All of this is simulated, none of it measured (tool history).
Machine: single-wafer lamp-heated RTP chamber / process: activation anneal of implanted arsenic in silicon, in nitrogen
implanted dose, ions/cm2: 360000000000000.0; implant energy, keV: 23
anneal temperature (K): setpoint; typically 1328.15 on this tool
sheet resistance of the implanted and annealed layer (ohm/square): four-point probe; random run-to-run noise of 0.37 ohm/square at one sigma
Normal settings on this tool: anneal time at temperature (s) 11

run,day,anneal temperature (K),anneal time at temperature (s),wafers since the last listed run,wafers since the last pyrometer calibration,wafers since the reflector plate was cleaned,hours since the gauge calibration,"read-back reference wafer on the same gauge, sheet resistance",sheet resistance of the implanted and annealed layer (ohm/square)
1,0,1343.15,11,0,10031,7654,706.7,226.04,244.99
2,2.242,1351.15,11,706,10738,8361,760.5,226,243.94
# day 3.821: pyrometer window cleaned and pyrometer calibrated
# day 6.054: reflector plate cleaned
3,6.396,1334.15,11,1099,707,107,860.2,225.89,249.12
4,10.729,1334.15,11,1366,2074,1474,964.2,225.9,248.12
5,14.996,1336.15,11,1345,3419,2820,1066.6,225.93,248.29
6,18.054,1336.15,11,964,4384,3784,1140,225.95,248.17
7,20.612,1336.15,11,806,5190,4591,1201.4,226.04,247.6
8,22.333,1328.15,6,542,5733,5134,1242.7,225.91,251.82
9,25.054,1338.15,11,858,6591,5992,1308,226.1,247.01
10,29.204,1338.15,11,1308,7900,7301,1407.6,225.97,247.03
11,31.796,1350.15,11,817,8717,8118,1469.8,226.02,245.17
# day 34.175: reflector plate cleaned
# day 34.567: pyrometer window cleaned and pyrometer calibrated
12,35.988,1350.15,11,1111,448,466,1570.4,225.99,246.71
13,38.733,1350.15,11,865,1314,1332,1636.3,226.01,246.88
14,41.162,1328.15,11,766,2080,2098,1694.6,225.96,248.67
15,45.208,1358.15,11,1275,3356,3374,1791.7,226.02,244.72
16,48.817,1310.15,7,1137,4494,4512,1878.3,226.02,253.78
17,53.088,1339.15,14,1346,5841,5859,1980.8,225.98,245.63
18,57.579,1328.15,17,1416,7258,7275,2088.6,226.04,246.07
19,60.688,1328.15,13,980,8238,8256,2163.2,225.94,248.06
# day 63.633: pyrometer window cleaned and pyrometer calibrated
20,63.717,1328.15,8,850,25,9106,2235.9,225.97,251.73
# day 64.262: reflector plate cleaned
21,66.238,1353.15,18,689,715,623,2296.4,225.94,243.36
22,67.821,1328.15,11,499,1215,1122,2334.4,226.16,248.98
23,72.146,1314.15,14,1363,2579,2486,2438.2,225.85,250.13
24,74.067,1351.15,7,605,3184,3092,2484.3,225.93,249.45
25,76.308,1343.15,11,706,3891,3799,2538.1,226.06,246.71
26,87.767,1341.15,6,3613,7505,7412,2813.1,226,249.86
27,90.771,1336.15,11,947,8452,8360,2885.2,225.99,247.14
28,94.804,1341.15,7,1272,9724,9632,2982,225.95,249.16
# day 95.938: reflector plate cleaned
# day 96.192: gauge calibrated
# day 99.517: pyrometer window cleaned and pyrometer calibrated
29,104.817,1328.15,11,2947,1671,2694,207,225.97,248.64
30,108.925,1314.15,14,1295,2967,3990,305.6,226.07,249.15
31,112.092,1302.15,17,998,3966,4988,381.6,226.04,249.12
32,115.538,1328.15,11,1086,5052,6075,464.3,226,248.6
33,119.767,1341.15,13,1333,6386,7409,565.8,225.91,245.18
34,122.454,1305.15,15,847,7234,8256,630.3,226.06,249.73
# day 124.525: reflector plate cleaned
35,125.042,1328.15,11,710,7945,163,692.4,226.1,248.26
36,126.929,1328.15,11,595,8540,758,737.7,225.99,248.33
37,130.483,1353.15,15,1120,9661,1879,823,226.05,242.03

What the log doesn't show, run by run:
wafer temperature error from the tarnished reflector plate, K: 0 at every run
gauge reads high (%): 0 at every run
H1: true wafer temperature minus pyrometer reading, K
run,H1
1,14.4
2,15.2
3,2.83
4,4.45
5,6.03
6,7.17
7,8.12
8,8.76
9,9.78
10,11.3
11,12.3
12,0.762
13,1.78
14,2.69
15,4.19
16,5.54
17,7.13
18,8.8
19,9.96
20,0.737
21,1.68
22,2.26
23,3.87
24,4.59
25,5.42
26,9.69
27,10.8
28,12.3
29,2.95
30,4.48
31,5.66
32,6.94
33,8.52
34,9.52
35,10.5
36,11.2
37,12.5
